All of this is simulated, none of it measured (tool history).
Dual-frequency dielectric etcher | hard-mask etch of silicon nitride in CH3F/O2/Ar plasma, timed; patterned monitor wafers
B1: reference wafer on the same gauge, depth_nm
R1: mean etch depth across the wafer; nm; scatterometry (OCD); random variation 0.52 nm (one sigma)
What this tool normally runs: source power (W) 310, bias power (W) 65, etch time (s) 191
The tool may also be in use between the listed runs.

run 1 hour=0 | source_power_(W)=310 bias_power_(W)=65 etch_time_(s)=191 | B1=128.2 | R1=109.1
run 2 hour=68.5 | source_power_(W)=310 bias_power_(W)=65 etch_time_(s)=191 | B1=127.8 | R1=109.5
run 3 hour=150.8 | source_power_(W)=310 bias_power_(W)=65 etch_time_(s)=177 | B1=128 | R1=106.3
run 4 hour=174.7 | source_power_(W)=310 bias_power_(W)=65 etch_time_(s)=177 | B1=128.3 | R1=105.6
run 5 hour=235 | source_power_(W)=310 bias_power_(W)=65 etch_time_(s)=177 | B1=128.2 | R1=106.3
run 6 hour=276.1 | source_power_(W)=310 bias_power_(W)=65 etch_time_(s)=191 | B1=127.8 | R1=112.8
run 7 hour=341.8 | source_power_(W)=310 bias_power_(W)=65 etch_time_(s)=191 | B1=128 | R1=112.8
run 8 hour=371.3 | source_power_(W)=310 bias_power_(W)=65 etch_time_(s)=191 | B1=128 | R1=113.1
run 9 hour=405.6 | source_power_(W)=310 bias_power_(W)=65 etch_time_(s)=191 | B1=128.1 | R1=112.2
run 10 hour=487.4 | source_power_(W)=350 bias_power_(W)=65 etch_time_(s)=191 | B1=128 | R1=113.6
run 11 hour=511.2 | source_power_(W)=310 bias_power_(W)=65 etch_time_(s)=191 | B1=128 | R1=111.6
run 12 hour=636.5 | source_power_(W)=310 bias_power_(W)=65 etch_time_(s)=191 | B1=128 | R1=110.8
run 13 hour=757.3 | source_power_(W)=310 bias_power_(W)=65 etch_time_(s)=191 | B1=127.8 | R1=111.9
run 14 hour=798.8 | source_power_(W)=360 bias_power_(W)=57 etch_time_(s)=191 | B1=127.9 | R1=112.6
run 15 hour=824.3 | source_power_(W)=310 bias_power_(W)=65 etch_time_(s)=191 | B1=128 | R1=112.1
run 16 hour=892 | source_power_(W)=260 bias_power_(W)=65 etch_time_(s)=191 | B1=128.1 | R1=108.8
run 17 hour=948.2 | source_power_(W)=270 bias_power_(W)=57 etch_time_(s)=224.5 | B1=128.1 | R1=125.3
run 18 hour=984.4 | source_power_(W)=310 bias_power_(W)=65 etch_time_(s)=191 | B1=128.1 | R1=111.1
run 19 hour=1014.2 | source_power_(W)=360 bias_power_(W)=71 etch_time_(s)=191 | B1=128.1 | R1=113.6
run 20 hour=1051.8 | source_power_(W)=310 bias_power_(W)=54 etch_time_(s)=228.5 | B1=127.9 | R1=127.9
run 21 hour=1078.7 | source_power_(W)=250 bias_power_(W)=65 etch_time_(s)=191 | B1=128 | R1=107.8
run 22 hour=1143.6 | source_power_(W)=310 bias_power_(W)=81 etch_time_(s)=191 | B1=128.1 | R1=114.5
run 23 hour=1186.1 | source_power_(W)=290 bias_power_(W)=77 etch_time_(s)=191 | B1=128.2 | R1=112.7
run 24 hour=1221.4 | source_power_(W)=310 bias_power_(W)=65 etch_time_(s)=191 | B1=128 | R1=109
run 25 hour=1293.3 | source_power_(W)=310 bias_power_(W)=65 etch_time_(s)=191 | B1=128 | R1=113.4
run 26 hour=1337.3 | source_power_(W)=310 bias_power_(W)=57 etch_time_(s)=191 | B1=128 | R1=110.3
run 27 hour=1385.8 | source_power_(W)=310 bias_power_(W)=78 etch_time_(s)=243 | B1=128 | R1=149.5
run 28 hour=1448.5 | source_power_(W)=360 bias_power_(W)=77 etch_time_(s)=191 | B1=127.9 | R1=118.8
run 29 hour=1497.6 | source_power_(W)=270 bias_power_(W)=79 etch_time_(s)=165.5 | B1=127.9 | R1=98

The log once held 7 entries between its listed runs, left out of this copy. Where does each go, and what is different about the tool's unlogged condition between the listed run before it and the listed run after it?
From run 2 to run 3: wet clean of the chamber (hour 150.3)
  etch rate over this chamber's usual, %: -4.08 -> 0.758
  measured result minus the result with no hidden state, R1: -4.6 -> +0.8 nm
From run 8 to run 9: gauge calibrated (hour 386.8)
  etch rate over this chamber's usual, %: -0.652 -> -0.871
  measured result minus the result with no hidden state, R1: -0.7 -> -1 nm
From run 9 to run 10: upper electrode replaced, of another model than before (hour 486.9)
  etch rate over this chamber's usual, %: -0.871 -> -1.39
  measured result minus the result with no hidden state, R1: -1 -> -1.6 nm
From run 12 to run 13: source power generator calibrated (hour 668.4); wet clean of the chamber (hour 675.4)
  etch rate over this chamber's usual, %: -2.35 -> -0.744
  measured result minus the result with no hidden state, R1: -2.7 -> -0.9 nm
From run 16 to run 17: bias power generator calibrated (hour 923.4)
  etch rate over this chamber's usual, %: -1.61 -> -1.96
  measured result minus the result with no hidden state, R1: -1.8 -> -2.5 nm
From run 24 to run 25: wet clean of the chamber (hour 1292.8)
  etch rate over this chamber's usual, %: -3.71 -> 0.193
  measured result minus the result with no hidden state, R1: -4.2 -> +0.2 nm
